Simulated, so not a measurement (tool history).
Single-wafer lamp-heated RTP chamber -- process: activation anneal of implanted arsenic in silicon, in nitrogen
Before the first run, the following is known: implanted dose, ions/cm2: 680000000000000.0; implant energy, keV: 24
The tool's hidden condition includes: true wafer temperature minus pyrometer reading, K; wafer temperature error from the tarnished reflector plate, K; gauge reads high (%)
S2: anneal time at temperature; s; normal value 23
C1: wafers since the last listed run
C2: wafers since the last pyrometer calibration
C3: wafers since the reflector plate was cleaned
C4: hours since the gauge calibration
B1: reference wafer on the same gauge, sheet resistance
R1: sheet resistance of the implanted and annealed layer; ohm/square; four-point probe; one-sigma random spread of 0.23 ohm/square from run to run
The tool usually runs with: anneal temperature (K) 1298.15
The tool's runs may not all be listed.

run 1 hour=0 | anneal_temperature_(K)=1298.15 S2=32 | C1=0 C2=1175 C3=3989 C4=605.2 | B1=175.01 | R1=152.61
run 2 hour=13.2 | anneal_temperature_(K)=1298.15 S2=32 | C1=155 C2=1330 C3=4144 C4=618.4 | B1=175.03 | R1=153.1
run 3 hour=48.2 | anneal_temperature_(K)=1298.15 S2=32 | C1=411 C2=1741 C3=4555 C4=653.4 | B1=174.97 | R1=152.65
run 4 hour=71 | anneal_temperature_(K)=1298.15 S2=23 | C1=267 C2=2009 C3=4823 C4=676.2 | B1=174.97 | R1=154.46
run 5 hour=98.4 | anneal_temperature_(K)=1298.15 S2=23 | C1=321 C2=2331 C3=5145 C4=703.6 | B1=174.99 | R1=154.48
run 6 hour=131.4 | anneal_temperature_(K)=1298.15 S2=23 | C1=387 C2=2718 C3=5532 C4=736.6 | B1=175.01 | R1=153.95
run 7 hour=146.3 | anneal_temperature_(K)=1298.15 S2=16 | C1=175 C2=2893 C3=5707 C4=751.5 | B1=174.96 | R1=156.3
run 8 hour=178.8 | anneal_temperature_(K)=1298.15 S2=16 | C1=381 C2=3275 C3=6089 C4=784 | B1=175 | R1=155.77
run 9 hour=196.7 | anneal_temperature_(K)=1298.15 S2=16 | C1=210 C2=3485 C3=6299 C4=801.9 | B1=174.96 | R1=155.91
run 10 hour=215.1 | anneal_temperature_(K)=1298.15 S2=23 | C1=216 C2=3701 C3=6515 C4=820.3 | B1=174.97 | R1=153.72
-- hour=243.3 pyrometer window cleaned and pyrometer calibrated
run 11 hour=243.8 | anneal_temperature_(K)=1298.15 S2=23 | C1=243 C2=5 C3=6759 C4=849 | B1=175.05 | R1=154.42
run 12 hour=261.7 | anneal_temperature_(K)=1298.15 S2=23 | C1=210 C2=215 C3=6969 C4=866.9 | B1=174.95 | R1=154.78
run 13 hour=282.6 | anneal_temperature_(K)=1298.15 S2=23 | C1=245 C2=461 C3=7214 C4=887.8 | B1=175.02 | R1=154.4
run 14 hour=301.3 | anneal_temperature_(K)=1298.15 S2=23 | C1=219 C2=680 C3=7434 C4=906.5 | B1=175.01 | R1=154.43
-- hour=316.3 reflector plate cleaned
run 15 hour=352.8 | anneal_temperature_(K)=1298.15 S2=23 | C1=510 C2=1191 C3=428 C4=958 | B1=174.96 | R1=155.29
run 16 hour=368.4 | anneal_temperature_(K)=1308.15 S2=23 | C1=183 C2=1375 C3=611 C4=973.6 | B1=174.98 | R1=153.94
run 17 hour=397.4 | anneal_temperature_(K)=1322.15 S2=13 | C1=340 C2=1715 C3=952 C4=1002.6 | B1=174.99 | R1=155.51
run 18 hour=416.9 | anneal_temperature_(K)=1320.15 S2=30 | C1=229 C2=1944 C3=1181 C4=1022.1 | B1=174.97 | R1=150.03
run 19 hour=447.4 | anneal_temperature_(K)=1327.15 S2=32 | C1=358 C2=2303 C3=1539 C4=1052.6 | B1=174.97 | R1=147.77
run 20 hour=470.3 | anneal_temperature_(K)=1290.15 S2=17 | C1=268 C2=2571 C3=1808 C4=1075.5 | B1=175.03 | R1=157.3
run 21 hour=493.1 | anneal_temperature_(K)=1272.15 S2=10 | C1=267 C2=2839 C3=2076 C4=1098.3 | B1=174.99 | R1=162.99
run 22 hour=523.2 | anneal_temperature_(K)=1269.15 S2=10 | C1=353 C2=3193 C3=2429 C4=1128.4 | B1=174.98 | R1=163.51
-- hour=546.1 gauge calibrated
run 23 hour=546.3 | anneal_temperature_(K)=1317.15 S2=13 | C1=271 C2=3464 C3=2701 C4=0.2 | B1=175.04 | R1=155.01
-- hour=573.6 pyrometer window cleaned and pyrometer calibrated
run 24 hour=574.1 | anneal_temperature_(K)=1286.15 S2=23 | C1=232 C2=5 C3=2933 C4=28 | B1=174.97 | R1=156.83
run 25 hour=599.5 | anneal_temperature_(K)=1322.15 S2=17 | C1=298 C2=303 C3=3232 C4=53.4 | B1=175.01 | R1=153.36
run 26 hour=625.9 | anneal_temperature_(K)=1307.15 S2=19 | C1=310 C2=613 C3=3542 C4=79.8 | B1=174.98 | R1=155.27
run 27 hour=638.3 | anneal_temperature_(K)=1298.15 S2=23 | C1=145 C2=759 C3=3687 C4=92.2 | B1=175.02 | R1=155.27
run 28 hour=652.9 | anneal_temperature_(K)=1298.15 S2=23 | C1=171 C2=931 C3=3859 C4=106.8 | B1=175.05 | R1=155.13
run 29 hour=668.9 | anneal_temperature_(K)=1298.15 S2=23 | C1=187 C2=1118 C3=4047 C4=122.8 | B1=174.94 | R1=155.21
run 30 hour=699.7 | anneal_temperature_(K)=1278.15 S2=30 | C1=361 C2=1480 C3=4408 C4=153.6 | B1=174.94 | R1=156.02
run 31 hour=720.7 | anneal_temperature_(K)=1327.15 S2=23 | C1=246 C2=1727 C3=4655 C4=174.6 | B1=174.98 | R1=150.06
run 32 hour=744.3 | anneal_temperature_(K)=1317.15 S2=33 | C1=277 C2=2004 C3=4932 C4=198.2 | B1=175 | R1=149.06
run 33 hour=777.7 | anneal_temperature_(K)=1298.15 S2=32 | C1=392 C2=2396 C3=5325 C4=231.6 | B1=175.01 | R1=152.04
run 34 hour=804.5 | anneal_temperature_(K)=1289.15 S2=23 | C1=314 C2=2711 C3=5639 C4=258.4 | B1=175.02 | R1=155.51
run 35 hour=838.6 | anneal_temperature_(K)=1317.15 S2=32 | C1=400 C2=3112 C3=6040 C4=292.5 | B1=175.01 | R1=148.71
run 36 hour=869.9 | anneal_temperature_(K)=1298.15 S2=23 | C1=367 C2=3479 C3=6408 C4=323.8 | B1=175.01 | R1=153.08
run 37 hour=905.3 | anneal_temperature_(K)=1298.15 S2=23 | C1=415 C2=3895 C3=6823 C4=359.2 | B1=175.02 | R1=153.11
-- hour=930.8 pyrometer window cleaned and pyrometer calibrated
run 38 hour=931.3 | anneal_temperature_(K)=1316.15 S2=10 | C1=211 C2=5 C3=7035 C4=385.2 | B1=175.01 | R1=157.01

3 ways to go on from here, each from the tool as it stands after run 38. What would each give?
run A hour=931.7 | anneal_temperature_(K)=1298.15 S2=15 | C1=4 C2=10 C3=7039 C4=385.6 | B1=? | R1=?
run B hour=931.7 | anneal_temperature_(K)=1272.15 S2=31 | C1=4 C2=10 C3=7039 C4=385.6 | B1=? | R1=?
run C hour=931.7 | anneal_temperature_(K)=1319.15 S2=27 | C1=4 C2=10 C3=7039 C4=385.6 | B1=? | R1=?

run=A B1=175.01 R1=156.97
run=B B1=175.01 R1=156.16
run=C B1=175.01 R1=149.97
Had the tool no hidden state, the same runs would have come out as:
run=A R1=158.39
run=B R1=157.71
run=C R1=151.62
